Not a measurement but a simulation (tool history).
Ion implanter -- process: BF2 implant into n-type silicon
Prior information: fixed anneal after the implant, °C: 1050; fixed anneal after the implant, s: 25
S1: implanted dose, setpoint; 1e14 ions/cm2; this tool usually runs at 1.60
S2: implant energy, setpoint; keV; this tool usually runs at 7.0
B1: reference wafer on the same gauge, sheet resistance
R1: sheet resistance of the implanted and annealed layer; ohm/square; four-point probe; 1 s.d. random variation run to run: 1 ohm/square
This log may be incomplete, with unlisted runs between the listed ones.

run 1 hour=0.0 | S1=1.73 S2=8.0 | B1=785.12 | R1=592.53
run 2 hour=43.2 | S1=1.73 S2=8.0 | B1=784.84 | R1=591.43
run 3 hour=99.4 | S1=1.60 S2=7.0 | B1=784.99 | R1=641.94
run 4 hour=191.5 | S1=1.60 S2=7.0 | B1=785.22 | R1=641.25
run 5 hour=241.7 | S1=1.60 S2=7.0 | B1=785.19 | R1=639.12
run 6 hour=296.9 | S1=1.60 S2=7.0 | B1=785.17 | R1=641.04
-- hour=334.1 Faraday cup replaced and dose calibrated
run 7 hour=503.7 | S1=1.60 S2=7.0 | B1=784.98 | R1=661.28
-- hour=544.0 gauge calibrated
-- hour=635.2 extraction supply calibrated
run 8 hour=640.6 | S1=1.46 S2=7.0 | B1=785.03 | R1=712.26
run 9 hour=699.0 | S1=1.46 S2=7.0 | B1=784.87 | R1=713.48
run 10 hour=735.9 | S1=1.88 S2=8.5 | B1=785.06 | R1=559.40
run 11 hour=788.9 | S1=1.94 S2=7.0 | B1=785.35 | R1=555.15
run 12 hour=834.4 | S1=1.60 S2=9.0 | B1=784.86 | R1=638.17
run 13 hour=898.0 | S1=1.60 S2=7.0 | B1=784.51 | R1=655.55
run 14 hour=931.3 | S1=1.96 S2=5.5 | B1=785.32 | R1=568.22

Run 15 comes next. What will it give?
run 15 hour=977.6 | S1=1.73 S2=8.0 | B1=? | R1=?

Run 15 measured B1 784.67, R1 602.57 ohm/square.
With the hidden condition absent and the run-to-run variation left alone, this run would have shown R1 611.25 ohm/square.

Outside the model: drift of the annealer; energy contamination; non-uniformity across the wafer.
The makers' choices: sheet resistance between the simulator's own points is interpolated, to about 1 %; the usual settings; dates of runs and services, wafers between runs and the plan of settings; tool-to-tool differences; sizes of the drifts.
